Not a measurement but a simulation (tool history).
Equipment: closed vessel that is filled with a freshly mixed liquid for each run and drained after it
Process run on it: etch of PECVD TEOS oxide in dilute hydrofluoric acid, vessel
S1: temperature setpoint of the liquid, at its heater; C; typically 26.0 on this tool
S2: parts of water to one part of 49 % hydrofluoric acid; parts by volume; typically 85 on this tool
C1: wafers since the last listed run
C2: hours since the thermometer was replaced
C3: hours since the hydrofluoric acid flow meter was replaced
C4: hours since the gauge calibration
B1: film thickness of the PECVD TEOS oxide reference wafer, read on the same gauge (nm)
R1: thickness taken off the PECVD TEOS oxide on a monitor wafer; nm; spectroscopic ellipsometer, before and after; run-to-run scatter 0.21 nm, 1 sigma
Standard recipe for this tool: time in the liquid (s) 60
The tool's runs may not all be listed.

run 1 hour=0.0 | S1=26.0 S2=85 time_in_the_liquid_(s)=60 | C1=0 C2=571.9 C3=539.3 C4=416.5 | B1=70.00 | R1=23.01
run 2 hour=89.4 | S1=26.0 S2=85 time_in_the_liquid_(s)=60 | C1=12233 C2=661.3 C3=628.7 C4=505.9 | B1=69.96 | R1=22.40
run 3 hour=155.3 | S1=26.0 S2=85 time_in_the_liquid_(s)=60 | C1=9017 C2=727.2 C3=694.6 C4=571.8 | B1=70.00 | R1=22.79
run 4 hour=418.7 | S1=26.0 S2=85 time_in_the_liquid_(s)=60 | C1=36042 C2=990.6 C3=958.0 C4=835.2 | B1=70.01 | R1=21.51
-- hour=466.0 hydrofluoric acid flow meter replaced
run 5 hour=495.1 | S1=26.0 S2=85 time_in_the_liquid_(s)=60 | C1=10317 C2=1067.0 C3=29.1 C4=911.6 | B1=70.01 | R1=24.56
run 6 hour=553.6 | S1=26.0 S2=95 time_in_the_liquid_(s)=60 | C1=8004 C2=1125.5 C3=87.6 C4=970.1 | B1=70.05 | R1=20.90
run 7 hour=634.1 | S1=26.0 S2=85 time_in_the_liquid_(s)=60 | C1=11015 C2=1206.0 C3=168.1 C4=1050.6 | B1=69.99 | R1=23.28
run 8 hour=731.6 | S1=26.0 S2=85 time_in_the_liquid_(s)=60 | C1=13341 C2=1303.5 C3=265.6 C4=1148.1 | B1=69.97 | R1=23.21
run 9 hour=805.4 | S1=26.0 S2=85 time_in_the_liquid_(s)=60 | C1=10098 C2=1377.3 C3=339.4 C4=1221.9 | B1=70.04 | R1=22.45
run 10 hour=854.4 | S1=26.0 S2=85 time_in_the_liquid_(s)=60 | C1=6704 C2=1426.3 C3=388.4 C4=1270.9 | B1=70.01 | R1=22.78
run 11 hour=941.2 | S1=26.0 S2=85 time_in_the_liquid_(s)=60 | C1=11877 C2=1513.1 C3=475.2 C4=1357.7 | B1=70.01 | R1=22.28
run 12 hour=1028.3 | S1=24.5 S2=85 time_in_the_liquid_(s)=60 | C1=11918 C2=1600.2 C3=562.3 C4=1444.8 | B1=69.97 | R1=20.78
-- hour=1084.8 gauge calibrated
run 13 hour=1099.4 | S1=24.5 S2=85 time_in_the_liquid_(s)=60 | C1=9728 C2=1671.3 C3=633.4 C4=14.6 | B1=70.00 | R1=20.57
run 14 hour=1200.2 | S1=26.0 S2=85 time_in_the_liquid_(s)=60 | C1=13793 C2=1772.1 C3=734.2 C4=115.4 | B1=69.97 | R1=21.65
run 15 hour=1245.9 | S1=26.0 S2=85 time_in_the_liquid_(s)=60 | C1=6253 C2=1817.8 C3=779.9 C4=161.1 | B1=70.01 | R1=20.81
-- hour=1300.5 hydrofluoric acid flow meter replaced
run 16 hour=1301.0 | S1=26.0 S2=85 time_in_the_liquid_(s)=60 | C1=7402 C2=1872.9 C3=0.5 C4=216.2 | B1=70.00 | R1=23.44
run 17 hour=1382.4 | S1=21.5 S2=65 time_in_the_liquid_(s)=30 | C1=11138 C2=1954.3 C3=81.9 C4=297.6 | B1=69.98 | R1=12.85
run 18 hour=1456.0 | S1=24.0 S2=85 time_in_the_liquid_(s)=40 | C1=10071 C2=2027.9 C3=155.5 C4=371.2 | B1=69.97 | R1=14.16
run 19 hour=1497.3 | S1=29.0 S2=120 time_in_the_liquid_(s)=40 | C1=5651 C2=2069.2 C3=196.8 C4=412.5 | B1=70.03 | R1=11.44
run 20 hour=1619.7 | S1=26.0 S2=120 time_in_the_liquid_(s)=60 | C1=16748 C2=2191.6 C3=319.2 C4=534.9 | B1=70.05 | R1=14.87
run 21 hour=1700.0 | S1=26.0 S2=85 time_in_the_liquid_(s)=60 | C1=10987 C2=2271.9 C3=399.5 C4=615.2 | B1=70.01 | R1=22.06
run 22 hour=1737.9 | S1=26.0 S2=110 time_in_the_liquid_(s)=60 | C1=5186 C2=2309.8 C3=437.4 C4=653.1 | B1=70.01 | R1=16.49
run 23 hour=1785.7 | S1=30.0 S2=110 time_in_the_liquid_(s)=60 | C1=6540 C2=2357.6 C3=485.2 C4=700.9 | B1=69.97 | R1=18.71
-- hour=1825.3 thermometer replaced
run 24 hour=1847.9 | S1=27.5 S2=85 time_in_the_liquid_(s)=60 | C1=8374 C2=22.6 C3=547.4 C4=763.1 | B1=69.99 | R1=24.93
run 25 hour=1924.2 | S1=30.5 S2=115 time_in_the_liquid_(s)=40 | C1=10440 C2=98.9 C3=623.7 C4=839.4 | B1=70.05 | R1=12.88
run 26 hour=1970.3 | S1=26.0 S2=85 time_in_the_liquid_(s)=60 | C1=6308 C2=145.0 C3=669.8 C4=885.5 | B1=69.97 | R1=23.12
run 27 hour=2023.3 | S1=23.0 S2=85 time_in_the_liquid_(s)=85 | C1=7252 C2=198.0 C3=722.8 C4=938.5 | B1=69.98 | R1=28.93
run 28 hour=2118.5 | S1=26.0 S2=85 time_in_the_liquid_(s)=60 | C1=13026 C2=293.2 C3=818.0 C4=1033.7 | B1=69.98 | R1=22.43
-- hour=2145.4 hydrofluoric acid flow meter replaced
run 29 hour=2172.5 | S1=26.0 S2=85 time_in_the_liquid_(s)=60 | C1=7252 C2=347.2 C3=27.1 C4=1087.7 | B1=70.01 | R1=24.57
run 30 hour=2343.3 | S1=26.0 S2=85 time_in_the_liquid_(s)=60 | C1=23371 C2=518.0 C3=197.9 C4=1258.5 | B1=70.02 | R1=24.02
run 31 hour=2400.1 | S1=31.0 S2=110 time_in_the_liquid_(s)=60 | C1=7772 C2=574.8 C3=254.7 C4=1315.3 | B1=70.00 | R1=21.34
run 32 hour=2493.9 | S1=22.5 S2=85 time_in_the_liquid_(s)=45 | C1=12835 C2=668.6 C3=348.5 C4=1409.1 | B1=69.97 | R1=14.98
run 33 hour=2600.7 | S1=23.0 S2=50 time_in_the_liquid_(s)=30 | C1=14614 C2=775.4 C3=455.3 C4=1515.9 | B1=70.01 | R1=18.38

4 ways to go on from here, each from the tool as it stands after run 33. What would each give?
run A hour=2601.4 | S1=26.0 S2=85 time_in_the_liquid_(s)=60 | C1=95 C2=776.1 C3=456.0 C4=1516.6 | B1=? | R1=?
run B hour=2601.4 | S1=28.5 S2=85 time_in_the_liquid_(s)=60 | C1=95 C2=776.1 C3=456.0 C4=1516.6 | B1=? | R1=?
run C hour=2601.4 | S1=24.0 S2=85 time_in_the_liquid_(s)=85 | C1=95 C2=776.1 C3=456.0 C4=1516.6 | B1=? | R1=?
run D hour=2601.4 | S1=23.5 S2=120 time_in_the_liquid_(s)=30 | C1=95 C2=776.1 C3=456.0 C4=1516.6 | B1=? | R1=?

run=A B1=70.03 R1=22.86
run=B B1=70.03 R1=25.21
run=C B1=70.03 R1=29.90
run=D B1=70.03 R1=7.02
With the hidden condition removed and each run's random variation left untouched, the same runs would have given:
run=A R1=25.25
run=B R1=27.83
run=C R1=33.04
run=D R1=7.76

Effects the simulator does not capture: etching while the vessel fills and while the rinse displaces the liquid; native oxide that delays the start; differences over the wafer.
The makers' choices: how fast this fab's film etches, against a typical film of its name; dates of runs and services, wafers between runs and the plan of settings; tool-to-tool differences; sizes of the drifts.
